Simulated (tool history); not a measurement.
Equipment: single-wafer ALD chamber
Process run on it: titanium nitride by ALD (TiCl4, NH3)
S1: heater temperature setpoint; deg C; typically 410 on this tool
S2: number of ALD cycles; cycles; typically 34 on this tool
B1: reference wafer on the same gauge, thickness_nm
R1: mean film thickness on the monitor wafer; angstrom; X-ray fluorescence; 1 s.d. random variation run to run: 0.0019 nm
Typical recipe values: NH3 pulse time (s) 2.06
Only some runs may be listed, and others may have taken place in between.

run 1 hour=0 | S1=410 S2=34 NH3_pulse_time_(s)=2.06 | B1=0.848 | R1=7.53
run 2 hour=15.9 | S1=410 S2=34 NH3_pulse_time_(s)=2.06 | B1=0.851 | R1=7.51
-- hour=25.1 gauge calibrated
run 3 hour=39.8 | S1=410 S2=34 NH3_pulse_time_(s)=2.06 | B1=0.841 | R1=7.47
run 4 hour=64.2 | S1=410 S2=34 NH3_pulse_time_(s)=2.06 | B1=0.841 | R1=7.43
run 5 hour=96.9 | S1=410 S2=34 NH3_pulse_time_(s)=2.06 | B1=0.842 | R1=7.44
run 6 hour=120.7 | S1=410 S2=34 NH3_pulse_time_(s)=2.06 | B1=0.842 | R1=7.47
run 7 hour=145.8 | S1=410 S2=34 NH3_pulse_time_(s)=2.06 | B1=0.842 | R1=7.46
run 8 hour=164.4 | S1=410 S2=34 NH3_pulse_time_(s)=2.06 | B1=0.843 | R1=7.49
-- hour=197 thermocouple changed; heater temperature recalibrated
-- hour=198 showerhead replaced
run 9 hour=198.7 | S1=410 S2=34 NH3_pulse_time_(s)=2.06 | B1=0.845 | R1=7.51
run 10 hour=216.4 | S1=410 S2=34 NH3_pulse_time_(s)=2.06 | B1=0.846 | R1=7.51
run 11 hour=243 | S1=410 S2=34 NH3_pulse_time_(s)=2.06 | B1=0.847 | R1=7.52
-- hour=262.2 gauge calibrated
run 12 hour=268 | S1=401 S2=41 NH3_pulse_time_(s)=2.06 | B1=0.843 | R1=8.95
run 13 hour=289.3 | S1=415 S2=31 NH3_pulse_time_(s)=2.06 | B1=0.843 | R1=6.8
run 14 hour=320.7 | S1=397 S2=34 NH3_pulse_time_(s)=2.71 | B1=0.843 | R1=7.58
run 15 hour=354 | S1=418 S2=34 NH3_pulse_time_(s)=2.49 | B1=0.844 | R1=7.56
run 16 hour=372.4 | S1=410 S2=34 NH3_pulse_time_(s)=2.06 | B1=0.845 | R1=7.49
run 17 hour=384.4 | S1=422 S2=34 NH3_pulse_time_(s)=1.33 | B1=0.845 | R1=7.29
run 18 hour=400.5 | S1=414 S2=29 NH3_pulse_time_(s)=2.28 | B1=0.845 | R1=6.41
run 19 hour=413.8 | S1=410 S2=34 NH3_pulse_time_(s)=2.06 | B1=0.846 | R1=7.48
run 20 hour=437.3 | S1=410 S2=29 NH3_pulse_time_(s)=2.06 | B1=0.847 | R1=6.39
run 21 hour=464.2 | S1=398 S2=37 NH3_pulse_time_(s)=1.6 | B1=0.848 | R1=8.04
run 22 hour=479.4 | S1=417 S2=29 NH3_pulse_time_(s)=2.47 | B1=0.849 | R1=6.46

Below are 4 alternative next runs, each starting from the tool's condition after run 22. Predict each:
run A hour=479.9 | S1=410 S2=34 NH3_pulse_time_(s)=2.06 | B1=? | R1=?
run B hour=479.9 | S1=410 S2=30 NH3_pulse_time_(s)=1.64 | B1=? | R1=?
run C hour=479.9 | S1=400 S2=28 NH3_pulse_time_(s)=2.84 | B1=? | R1=?
run D hour=479.9 | S1=421 S2=34 NH3_pulse_time_(s)=2.86 | B1=? | R1=?

run=A B1=0.849 R1=7.53
run=B B1=0.849 R1=6.55
run=C B1=0.849 R1=6.28
run=D B1=0.849 R1=7.65
Without the tool's hidden state the same runs would have given:
run=A R1=7.47
run=B R1=6.49
run=C R1=6.23
run=D R1=7.58
